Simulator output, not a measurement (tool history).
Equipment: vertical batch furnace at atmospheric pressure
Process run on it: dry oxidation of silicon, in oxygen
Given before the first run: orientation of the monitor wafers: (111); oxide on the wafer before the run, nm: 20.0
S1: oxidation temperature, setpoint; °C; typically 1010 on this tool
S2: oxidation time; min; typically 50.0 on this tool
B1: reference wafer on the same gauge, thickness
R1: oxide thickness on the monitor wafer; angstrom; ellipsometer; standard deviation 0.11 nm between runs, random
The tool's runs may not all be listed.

Run 1, hour 0.0: usual settings; B1 60.05. Result: R1 705.7 angstrom.
Run 2, hour 14.6: usual settings; B1 59.97. Result: R1 707.6 angstrom.
Run 3, hour 22.7: usual settings; B1 59.95. Result: R1 706.5 angstrom.
Run 4, hour 48.8: usual settings; B1 59.91. Result: R1 707.7 angstrom.
Run 5, hour 66.0: usual settings; B1 59.88. Result: R1 705.0 angstrom.
Run 6, hour 77.0: usual settings; B1 59.86. Result: R1 705.3 angstrom.
Run 7, hour 95.3: usual settings; B1 59.83. Result: R1 702.4 angstrom.
Run 8, hour 115.1: usual settings but S1 1002 °C; B1 59.81. Result: R1 670.3 angstrom.
Run 9, hour 133.2: usual settings but S1 1018 °C; B1 59.81. Result: R1 739.9 angstrom.
Run 10, hour 140.6: usual settings but S1 1018 °C; B1 59.79. Result: R1 741.9 angstrom.
Run 11, hour 173.8: usual settings but S1 1029 °C, S2 36.5 min; B1 59.76. Result: R1 660.4 angstrom.
Run 12, hour 182.8: usual settings; B1 59.75. Result: R1 704.5 angstrom.
Run 13, hour 194.2: usual settings but S2 59.5 min; B1 59.78. Result: R1 777.1 angstrom.
At hour 218.7: boat lift adjusted.
At hour 223.9: thermocouples replaced and temperature profile calibrated.
Run 14, hour 224.4: usual settings but S1 1025 °C, S2 67.5 min; B1 59.76. Result: R1 917.1 angstrom.
At hour 227.6: gauge calibrated.
Run 15, hour 229.5: usual settings; B1 60.33. Result: R1 710.5 angstrom.
Run 16, hour 234.7: usual settings but S2 26.5 min; B1 60.29. Result: R1 507.6 angstrom.

What will run 17 give?
Run 17, hour 251.3: usual settings but S1 1024 °C, S2 60.5 min; B1 ?. Result: R1 ?.

{"run 17": {"B1": 60.18, "R1": 859.0}}
Without the tool's hidden state the same run would have given R1 862.2 angstrom.

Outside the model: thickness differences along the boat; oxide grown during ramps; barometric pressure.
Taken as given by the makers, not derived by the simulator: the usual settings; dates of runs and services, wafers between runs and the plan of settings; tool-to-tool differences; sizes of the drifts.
